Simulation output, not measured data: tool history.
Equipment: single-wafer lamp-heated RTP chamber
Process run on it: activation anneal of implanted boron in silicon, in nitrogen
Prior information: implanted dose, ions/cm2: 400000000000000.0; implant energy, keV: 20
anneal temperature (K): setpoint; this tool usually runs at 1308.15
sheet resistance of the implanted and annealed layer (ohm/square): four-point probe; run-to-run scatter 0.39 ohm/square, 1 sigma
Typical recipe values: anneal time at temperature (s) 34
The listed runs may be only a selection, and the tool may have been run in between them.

run,hour,anneal temperature (K),anneal time at temperature (s),wafers since the last listed run,wafers since the last pyrometer calibration,wafers since the reflector plate was cleaned,hours since the gauge calibration,"read-back reference wafer on the same gauge, sheet resistance",sheet resistance of the implanted and annealed layer (ohm/square)
1,0,1308.15,34,0,2102,13352,88.5,296.45,259.14
2,9.1,1292.15,34,145,2248,13497,97.6,296.2,260.35
3,16.3,1292.15,34,115,2363,13613,104.8,296.35,260.7
4,24.2,1292.15,34,126,2489,13739,112.7,296.28,260.4
5,36,1308.15,34,188,2678,13928,124.5,296.25,258.53
6,43.4,1308.15,34,118,2797,14046,131.9,296.19,257.9
7,57.3,1308.15,34,222,3019,14269,145.8,296.14,257.32
8,67.5,1308.15,44,163,3182,14432,156,295.87,257.98
9,81.7,1308.15,44,227,3409,14659,170.2,296.05,256.96
# hour 105: reflector plate cleaned
# hour 105.2: pyrometer window cleaned and pyrometer calibrated
10,105.5,1308.15,34,249,5,5,194,295.64,257.88
11,105.8,1323.15,47,4,10,10,194.3,295.86,255.72
# hour 108.4: gauge calibrated
12,113.7,1308.15,34,126,136,136,5.3,297.81,258.96
13,127.6,1283.15,50,222,359,359,19.2,297.42,261.6
14,143.6,1297.15,16,256,615,615,35.2,296.93,262.08
15,159.2,1292.15,34,249,864,864,50.8,296.9,260.12
16,175.9,1328.15,14,267,1132,1132,67.5,296.43,258.91
17,192.9,1335.15,34,272,1404,1404,84.5,296.35,256.04
18,199.6,1296.15,19,107,1511,1511,91.2,296.19,261.01
19,222.3,1319.15,43,363,1874,1874,113.9,296.13,256.3
20,231.7,1322.15,21,150,2024,2024,123.3,295.93,258.26

What if the next run were any one of these 5? Each begins from the tool's condition after run 20:
A,232.1,1308.15,34,6,2031,2031,123.7,?,?
B,232.1,1295.15,34,6,2031,2031,123.7,?,?
C,232.1,1316.15,46,6,2031,2031,123.7,?,?
D,232.1,1325.15,41,6,2031,2031,123.7,?,?
E,232.1,1329.15,48,6,2031,2031,123.7,?,?

run,"read-back reference wafer on the same gauge, sheet resistance",sheet resistance of the implanted and annealed layer (ohm/square)
A,296.09,258.21
B,296.09,259.7
C,296.09,256.42
D,296.09,256.07
E,296.09,255.17
With the hidden condition removed and each run's random variation left untouched, the same runs would have given:
run,sheet resistance of the implanted and annealed layer (ohm/square)
A,259.9
B,261.4
C,258.1
D,257.75
E,256.84
